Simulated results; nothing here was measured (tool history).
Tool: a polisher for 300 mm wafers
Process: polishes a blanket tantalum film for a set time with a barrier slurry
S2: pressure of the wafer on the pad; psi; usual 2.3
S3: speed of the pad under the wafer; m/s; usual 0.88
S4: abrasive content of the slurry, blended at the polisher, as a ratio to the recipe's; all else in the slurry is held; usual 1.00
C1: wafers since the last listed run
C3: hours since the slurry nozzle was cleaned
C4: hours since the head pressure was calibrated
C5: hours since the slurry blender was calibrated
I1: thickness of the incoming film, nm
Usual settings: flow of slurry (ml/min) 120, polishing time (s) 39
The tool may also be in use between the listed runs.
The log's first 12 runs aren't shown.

run 13 hour=268.5 | flow_of_slurry_(ml/min)=120 S2=2.6 S3=0.64 S4=1.00 polishing_time_(s)=39 | C1=273 wafers_polished_on_this_pad=1717 C3=80.5 C4=125.2 C5=103.7 | I1=253.7 | film_removed_(angstrom)=526
run 14 hour=283.4 | flow_of_slurry_(ml/min)=120 S2=2.3 S3=0.88 S4=1.00 polishing_time_(s)=39 | C1=174 wafers_polished_on_this_pad=1892 C3=95.4 C4=140.1 C5=118.6 | I1=252.8 | film_removed_(angstrom)=685
run 15 hour=306.3 | flow_of_slurry_(ml/min)=120 S2=2.3 S3=0.88 S4=1.00 polishing_time_(s)=39 | C1=267 wafers_polished_on_this_pad=2160 C3=118.3 C4=163.0 C5=141.5 | I1=248.2 | film_removed_(angstrom)=674
-- hour=319.5 worn pad replaced by a new one
run 16 hour=338.7 | flow_of_slurry_(ml/min)=120 S2=2.3 S3=0.88 S4=1.00 polishing_time_(s)=39 | C1=332 wafers_polished_on_this_pad=225 C3=150.7 C4=195.4 C5=173.9 | I1=248.9 | film_removed_(angstrom)=676
run 17 hour=353.8 | flow_of_slurry_(ml/min)=120 S2=2.3 S3=0.88 S4=1.00 polishing_time_(s)=49 | C1=176 wafers_polished_on_this_pad=401 C3=165.8 C4=210.5 C5=189.0 | I1=254.1 | film_removed_(angstrom)=858
-- hour=375.4 slurry blender recalibrated
run 18 hour=376.2 | flow_of_slurry_(ml/min)=120 S2=2.3 S3=0.88 S4=1.00 polishing_time_(s)=39 | C1=238 wafers_polished_on_this_pad=640 C3=188.2 C4=232.9 C5=0.8 | I1=248.5 | film_removed_(angstrom)=688
run 19 hour=405.0 | flow_of_slurry_(ml/min)=120 S2=2.3 S3=0.88 S4=1.00 polishing_time_(s)=39 | C1=336 wafers_polished_on_this_pad=977 C3=217.0 C4=261.7 C5=29.6 | I1=248.2 | film_removed_(angstrom)=672
-- hour=413.3 head pressure recalibrated, repeated, since the last time left the tool worse
run 20 hour=432.2 | flow_of_slurry_(ml/min)=120 S2=2.3 S3=0.88 S4=1.00 polishing_time_(s)=39 | C1=294 wafers_polished_on_this_pad=1272 C3=244.2 C4=18.9 C5=56.8 | I1=248.2 | film_removed_(angstrom)=753
run 21 hour=521.4 | flow_of_slurry_(ml/min)=120 S2=2.6 S3=0.62 S4=1.00 polishing_time_(s)=39 | C1=1043 wafers_polished_on_this_pad=2316 C3=333.4 C4=108.1 C5=146.0 | I1=250.5 | film_removed_(angstrom)=586
run 22 hour=550.3 | flow_of_slurry_(ml/min)=155 S2=2.5 S3=1.08 S4=0.80 polishing_time_(s)=39 | C1=338 wafers_polished_on_this_pad=2654 C3=362.3 C4=137.0 C5=174.9 | I1=252.8 | film_removed_(angstrom)=983
-- hour=576.6 worn pad replaced by a new one
run 23 hour=578.3 | flow_of_slurry_(ml/min)=120 S2=2.3 S3=0.88 S4=1.10 polishing_time_(s)=32 | C1=280 wafers_polished_on_this_pad=20 C3=390.3 C4=165.0 C5=202.9 | I1=251.5 | film_removed_(angstrom)=636
run 24 hour=590.6 | flow_of_slurry_(ml/min)=160 S2=1.9 S3=0.88 S4=1.00 polishing_time_(s)=39 | C1=143 wafers_polished_on_this_pad=164 C3=402.6 C4=177.3 C5=215.2 | I1=252.8 | film_removed_(angstrom)=675
run 25 hour=604.7 | flow_of_slurry_(ml/min)=120 S2=2.3 S3=0.88 S4=1.00 polishing_time_(s)=39 | C1=164 wafers_polished_on_this_pad=329 C3=416.7 C4=191.4 C5=229.3 | I1=252.9 | film_removed_(angstrom)=771
run 26 hour=626.4 | flow_of_slurry_(ml/min)=120 S2=2.7 S3=1.04 S4=1.25 polishing_time_(s)=29 | C1=253 wafers_polished_on_this_pad=582 C3=438.4 C4=213.1 C5=251.0 | I1=252.4 | film_removed_(angstrom)=807
-- hour=640.5 slurry blender recalibrated
run 27 hour=658.7 | flow_of_slurry_(ml/min)=135 S2=3.1 S3=0.88 S4=1.00 polishing_time_(s)=39 | C1=354 wafers_polished_on_this_pad=937 C3=470.7 C4=245.4 C5=18.2 | I1=251.4 | film_removed_(angstrom)=962
run 28 hour=683.1 | flow_of_slurry_(ml/min)=120 S2=2.3 S3=0.88 S4=1.00 polishing_time_(s)=39 | C1=285 wafers_polished_on_this_pad=1223 C3=495.1 C4=269.8 C5=42.6 | I1=248.7 | film_removed_(angstrom)=773
-- hour=690.1 slurry nozzle cleaned
run 29 hour=703.8 | flow_of_slurry_(ml/min)=145 S2=1.9 S3=0.88 S4=1.00 polishing_time_(s)=32 | C1=230 wafers_polished_on_this_pad=1453 C3=13.7 C4=290.5 C5=63.3 | I1=246.1 | film_removed_(angstrom)=576
run 30 hour=736.7 | flow_of_slurry_(ml/min)=120 S2=2.3 S3=0.88 S4=1.20 polishing_time_(s)=39 | C1=384 wafers_polished_on_this_pad=1838 C3=46.6 C4=323.4 C5=96.2 | I1=250.3 | film_removed_(angstrom)=791

Forecast each of these 4 alternatives for the next run:
run A hour=737.1 | flow_of_slurry_(ml/min)=120 S2=3.0 S3=0.88 S4=1.00 polishing_time_(s)=39 | C1=4 wafers_polished_on_this_pad=1843 C3=47.0 C4=323.8 C5=96.6 | I1=252.4 | film_removed_(angstrom)=?
run B hour=737.1 | flow_of_slurry_(ml/min)=120 S2=2.6 S3=0.88 S4=1.20 polishing_time_(s)=30 | C1=4 wafers_polished_on_this_pad=1843 C3=47.0 C4=323.8 C5=96.6 | I1=252.4 | film_removed_(angstrom)=?
run C hour=737.1 | flow_of_slurry_(ml/min)=120 S2=2.3 S3=0.88 S4=1.00 polishing_time_(s)=44 | C1=4 wafers_polished_on_this_pad=1843 C3=47.0 C4=323.8 C5=96.6 | I1=252.4 | film_removed_(angstrom)=?
run D hour=737.1 | flow_of_slurry_(ml/min)=120 S2=2.3 S3=0.88 S4=0.85 polishing_time_(s)=39 | C1=4 wafers_polished_on_this_pad=1843 C3=47.0 C4=323.8 C5=96.6 | I1=252.4 | film_removed_(angstrom)=?

run=A film_removed_(angstrom)=935
run=B film_removed_(angstrom)=673
run=C film_removed_(angstrom)=870
run=D film_removed_(angstrom)=742
Without the tool's hidden state the same runs would have given:
run=A film_removed_(angstrom)=935
run=B film_removed_(angstrom)=674
run=C film_removed_(angstrom)=870
run=D film_removed_(angstrom)=743
